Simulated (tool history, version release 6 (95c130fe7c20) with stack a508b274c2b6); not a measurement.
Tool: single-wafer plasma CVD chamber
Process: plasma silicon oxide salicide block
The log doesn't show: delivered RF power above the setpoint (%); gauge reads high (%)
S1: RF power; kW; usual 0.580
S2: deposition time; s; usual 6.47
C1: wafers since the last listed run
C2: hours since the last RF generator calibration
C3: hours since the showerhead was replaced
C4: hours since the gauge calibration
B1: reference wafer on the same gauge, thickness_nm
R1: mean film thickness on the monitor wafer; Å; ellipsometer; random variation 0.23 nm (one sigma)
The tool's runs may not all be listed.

run 1 hour=0.0 | S1=0.495 S2=6.47 | C1=0 C2=334.8 C3=3782.5 C4=1583.7 | B1=71.747 | R1=638.62
run 2 hour=93.8 | S1=0.580 S2=6.47 | C1=1896 C2=428.6 C3=3876.3 C4=1677.5 | B1=71.776 | R1=660.50
run 3 hour=217.0 | S1=0.580 S2=6.47 | C1=2490 C2=551.8 C3=3999.5 C4=1800.7 | B1=71.805 | R1=661.98
-- hour=277.8 gauge calibrated
run 4 hour=317.3 | S1=0.580 S2=6.47 | C1=2027 C2=652.1 C3=4099.8 C4=39.5 | B1=71.836 | R1=659.58
run 5 hour=504.9 | S1=0.580 S2=6.47 | C1=3792 C2=839.7 C3=4287.4 C4=227.1 | B1=71.883 | R1=657.52
run 6 hour=575.9 | S1=0.580 S2=6.47 | C1=1435 C2=910.7 C3=4358.4 C4=298.1 | B1=71.783 | R1=656.40
run 7 hour=628.8 | S1=0.580 S2=6.47 | C1=1069 C2=963.6 C3=4411.3 C4=351.0 | B1=71.778 | R1=657.23
run 8 hour=707.5 | S1=0.580 S2=6.47 | C1=1590 C2=1042.3 C3=4490.0 C4=429.7 | B1=71.822 | R1=655.21
run 9 hour=805.2 | S1=0.660 S2=6.47 | C1=1975 C2=1140.0 C3=4587.7 C4=527.4 | B1=71.819 | R1=681.49
run 10 hour=868.4 | S1=0.660 S2=6.47 | C1=1277 C2=1203.2 C3=4650.9 C4=590.6 | B1=71.836 | R1=673.83
run 11 hour=943.2 | S1=0.580 S2=6.47 | C1=1512 C2=1278.0 C3=4725.7 C4=665.4 | B1=71.847 | R1=649.18
run 12 hour=1000.8 | S1=0.580 S2=6.47 | C1=1164 C2=1335.6 C3=4783.3 C4=723.0 | B1=71.817 | R1=653.57
run 13 hour=1070.3 | S1=0.580 S2=6.47 | C1=1404 C2=1405.1 C3=4852.8 C4=792.5 | B1=71.847 | R1=652.64
-- hour=1127.6 RF generator calibrated
run 14 hour=1156.7 | S1=0.580 S2=6.47 | C1=1584 C2=29.1 C3=4939.2 C4=878.9 | B1=71.810 | R1=666.15
run 15 hour=1194.7 | S1=0.580 S2=6.47 | C1=768 C2=67.1 C3=4977.2 C4=916.9 | B1=71.848 | R1=662.84
run 16 hour=1240.3 | S1=0.580 S2=6.47 | C1=921 C2=112.7 C3=5022.8 C4=962.5 | B1=71.763 | R1=664.95
run 17 hour=1333.5 | S1=0.580 S2=6.47 | C1=1884 C2=205.9 C3=5116.0 C4=1055.7 | B1=71.760 | R1=665.05
run 18 hour=1409.1 | S1=0.580 S2=7.39 | C1=1528 C2=281.5 C3=5191.6 C4=1131.3 | B1=71.838 | R1=753.26
run 19 hour=1488.7 | S1=0.580 S2=7.39 | C1=1609 C2=361.1 C3=5271.2 C4=1210.9 | B1=71.813 | R1=759.92
run 20 hour=1548.1 | S1=0.580 S2=7.39 | C1=1200 C2=420.5 C3=5330.6 C4=1270.3 | B1=71.772 | R1=756.86
run 21 hour=1640.1 | S1=0.580 S2=6.47 | C1=1859 C2=512.5 C3=5422.6 C4=1362.3 | B1=71.866 | R1=656.91
run 22 hour=1719.4 | S1=0.580 S2=6.47 | C1=1603 C2=591.8 C3=5501.9 C4=1441.6 | B1=71.821 | R1=661.01
run 23 hour=1827.0 | S1=0.580 S2=6.47 | C1=2175 C2=699.4 C3=5609.5 C4=1549.2 | B1=71.885 | R1=658.14
-- hour=1886.3 showerhead replaced, of another model than before
run 24 hour=2001.2 | S1=0.655 S2=7.56 | C1=3359 C2=873.6 C3=114.9 C4=1723.4 | B1=71.802 | R1=785.81
-- hour=2039.0 gauge calibrated
run 25 hour=2090.1 | S1=0.660 S2=6.47 | C1=1797 C2=962.5 C3=203.8 C4=51.1 | B1=71.854 | R1=674.21
run 26 hour=2194.4 | S1=0.485 S2=5.27 | C1=2108 C2=1066.8 C3=308.1 C4=155.4 | B1=71.745 | R1=523.17
run 27 hour=2270.4 | S1=0.640 S2=7.70 | C1=1536 C2=1142.8 C3=384.1 C4=231.4 | B1=71.804 | R1=797.72
run 28 hour=2322.6 | S1=0.580 S2=5.81 | C1=1055 C2=1195.0 C3=436.3 C4=283.6 | B1=71.807 | R1=590.91
run 29 hour=2457.3 | S1=0.675 S2=7.07 | C1=2722 C2=1329.7 C3=571.0 C4=418.3 | B1=71.798 | R1=735.09
-- hour=2527.2 RF generator calibrated
run 30 hour=2543.3 | S1=0.650 S2=7.69 | C1=1576 C2=16.1 C3=657.0 C4=504.3 | B1=71.730 | R1=806.35
run 31 hour=2583.3 | S1=0.580 S2=6.47 | C1=808 C2=56.1 C3=697.0 C4=544.3 | B1=71.841 | R1=667.15
run 32 hour=2632.2 | S1=0.580 S2=6.47 | C1=988 C2=105.0 C3=745.9 C4=593.2 | B1=71.781 | R1=668.95
run 33 hour=2702.4 | S1=0.495 S2=6.87 | C1=1419 C2=175.2 C3=816.1 C4=663.4 | B1=71.774 | R1=688.17
run 34 hour=2770.7 | S1=0.615 S2=5.83 | C1=1380 C2=243.5 C3=884.4 C4=731.7 | B1=71.757 | R1=602.76
run 35 hour=2838.5 | S1=0.680 S2=7.73 | C1=1370 C2=311.3 C3=952.2 C4=799.5 | B1=71.761 | R1=814.99
run 36 hour=2895.2 | S1=0.580 S2=6.47 | C1=1146 C2=368.0 C3=1008.9 C4=856.2 | B1=71.795 | R1=659.33
run 37 hour=2984.2 | S1=0.615 S2=7.52 | C1=1799 C2=457.0 C3=1097.9 C4=945.2 | B1=71.711 | R1=776.64
run 38 hour=3040.7 | S1=0.685 S2=6.47 | C1=1142 C2=513.5 C3=1154.4 C4=1001.7 | B1=71.831 | R1=682.97
run 39 hour=3125.7 | S1=0.660 S2=6.47 | C1=1718 C2=598.5 C3=1239.4 C4=1086.7 | B1=71.761 | R1=677.30
run 40 hour=3230.7 | S1=0.580 S2=7.01 | C1=2122 C2=703.5 C3=1344.4 C4=1191.7 | B1=71.802 | R1=718.74
run 41 hour=3269.5 | S1=0.580 S2=5.24 | C1=784 C2=742.3 C3=1383.2 C4=1230.5 | B1=71.797 | R1=537.00

Hidden state or all else? Some run-to-run changes of R1, split into what the settings, what came in and random variation would give without the hidden state, and what is left for the hidden state (with any gauge scatter that isn't in both results):
Run 13 -> 14: RF generator calibrated. R1 +13.51 Å: hidden state +14.46, all else -0.95.
Run 26 -> 27: S1 0.485 -> 0.640, S2 5.27 -> 7.70. R1 +274.55 Å: hidden state -3.52, all else +278.07.
Run 27 -> 28: S1 0.640 -> 0.580, S2 7.70 -> 5.81. R1 -206.81 Å: hidden state +2.06, all else -208.87.
Run 29 -> 30: S1 0.675 -> 0.650, S2 7.07 -> 7.69, RF generator calibrated. R1 +71.26 Å: hidden state +9.21, all else +62.05.
Run 34 -> 35: S1 0.615 -> 0.680, S2 5.83 -> 7.73. R1 +212.23 Å: hidden state -1.10, all else +213.33.
